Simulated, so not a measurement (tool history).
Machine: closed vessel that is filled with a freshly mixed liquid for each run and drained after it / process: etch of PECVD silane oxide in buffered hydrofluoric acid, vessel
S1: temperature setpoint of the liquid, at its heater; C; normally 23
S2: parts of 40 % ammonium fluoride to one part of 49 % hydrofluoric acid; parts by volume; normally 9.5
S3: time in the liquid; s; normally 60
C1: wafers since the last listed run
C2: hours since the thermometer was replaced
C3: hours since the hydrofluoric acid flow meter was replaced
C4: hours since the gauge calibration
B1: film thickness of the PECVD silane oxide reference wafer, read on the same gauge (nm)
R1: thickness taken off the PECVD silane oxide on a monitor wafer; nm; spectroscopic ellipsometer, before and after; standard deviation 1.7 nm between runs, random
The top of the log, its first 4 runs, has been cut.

run   hour    S1    S2  S3    C1     C2     C3     C4      B1      R1
  5   96.3    23   9.5  60  1833   20.8  394.8  505.7  109.99  199.76
  6  109.7    23   9.5  60  1412   34.2  408.2  519.1     110  200.58
  7  127.6    23   9.5  60  1886   52.1  426.1    537  109.98  198.93
  8  141.4    23   9.5  75  1454   65.9  439.9  550.8  110.01  247.42
  9  157.7    23   9.5  60  1718   82.2  456.2  567.1  109.97   203.3
 10  172.8  26.5     8  85  1591   97.3  471.3  582.2  109.98   404.9
 11  182.9    23  12.5  60  1064  107.4  481.4  592.3  109.98  157.37
 12  196.5    20   8.5  60  1433    121    495  605.9  109.99  185.04
 13  206.9    28   8.5  85  1096  131.4  505.4  616.3  109.98  405.72
 14  218.1  25.5  11.5  85  1180  142.6  516.6  627.5  110.02  273.71
     233.5  -- hydrofluoric acid flow meter replaced
 15  235.1    20     7  60  1686  159.6    1.6  644.5  110.02  228.53
 16  251.9    23   9.5  60  1770  176.4   18.4  661.3     110  200.08
 17  259.2    23   9.5  40   769  183.7   25.7  668.6  109.99  131.74
 18  298.6    19    13  75  4152  223.1   65.1    708     110  148.16

For run 19, what comes out?
     299.3  -- gauge calibrated
 19  307.4  23  13  80  927  231.9  73.9  8.1   ?   ?

B1: 110
R1: 197.58 nm
Had the tool carried no hidden state, the very same run would have given R1 207.85 nm.
